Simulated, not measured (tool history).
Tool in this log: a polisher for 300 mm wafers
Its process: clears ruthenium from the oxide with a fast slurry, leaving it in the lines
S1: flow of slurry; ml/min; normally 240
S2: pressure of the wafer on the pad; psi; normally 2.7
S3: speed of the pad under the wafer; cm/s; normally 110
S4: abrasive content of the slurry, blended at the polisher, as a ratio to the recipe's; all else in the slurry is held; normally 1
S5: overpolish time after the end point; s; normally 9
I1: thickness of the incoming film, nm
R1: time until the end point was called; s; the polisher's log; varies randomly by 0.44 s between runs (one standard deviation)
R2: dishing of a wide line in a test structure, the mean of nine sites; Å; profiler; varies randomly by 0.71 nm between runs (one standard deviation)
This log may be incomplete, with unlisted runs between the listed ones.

run	day	S1	S2	S3	S4	S5	I1	R1	R2
1	0	240	2.7	110	1	9	160.3	33.2	332
2	1.792	240	2.7	110	1	9	159.8	34.2	329
3	3.188	240	2.7	110	1	9	162.7	34.3	331
4	5.608	240	2.7	110	1	9	161.4	37	330
5	7.754	240	2.7	110	1	9	156.4	35.8	313
# day 8.258: worn pad replaced by a new one
6	9.146	240	2.7	110	1	9	159	33.1	334
7	11.262	240	2.7	110	1	5	159	35.6	186
# day 12.017: slurry nozzle cleaned
# day 13.279: slurry blender recalibrated
8	13.55	290	2.7	110	1	6	161.1	33.2	231
9	15.675	240	2.7	110	1	9	159.8	34.6	324
10	16.817	240	2.7	110	1	9	159.9	34.5	322
11	18.583	240	2.7	110	1	9	159.9	36.3	306
# day 22.5: worn pad replaced by a new one
12	23.438	240	2.7	110	1	13	159.3	32.6	481
13	25.196	240	2.7	86	1	14	159.5	39.2	437
# day 26.383: head pressure recalibrated
14	26.567	165	2.7	110	1.15	9	161.7	34	336
15	28.042	240	3.4	110	1	9	161.9	28.6	406

The next listed run, before its measurement:
# day 28.867: slurry nozzle cleaned
# day 32.988: slurry blender recalibrated
16	35.804	240	2.7	110	1	9	160.7	?	?

R1: 35.4 s
R2: 319 Å
Were there no unlogged condition in the tool, this run, its random variation unchanged, would have produced R1 31.6 s, R2 356 Å.
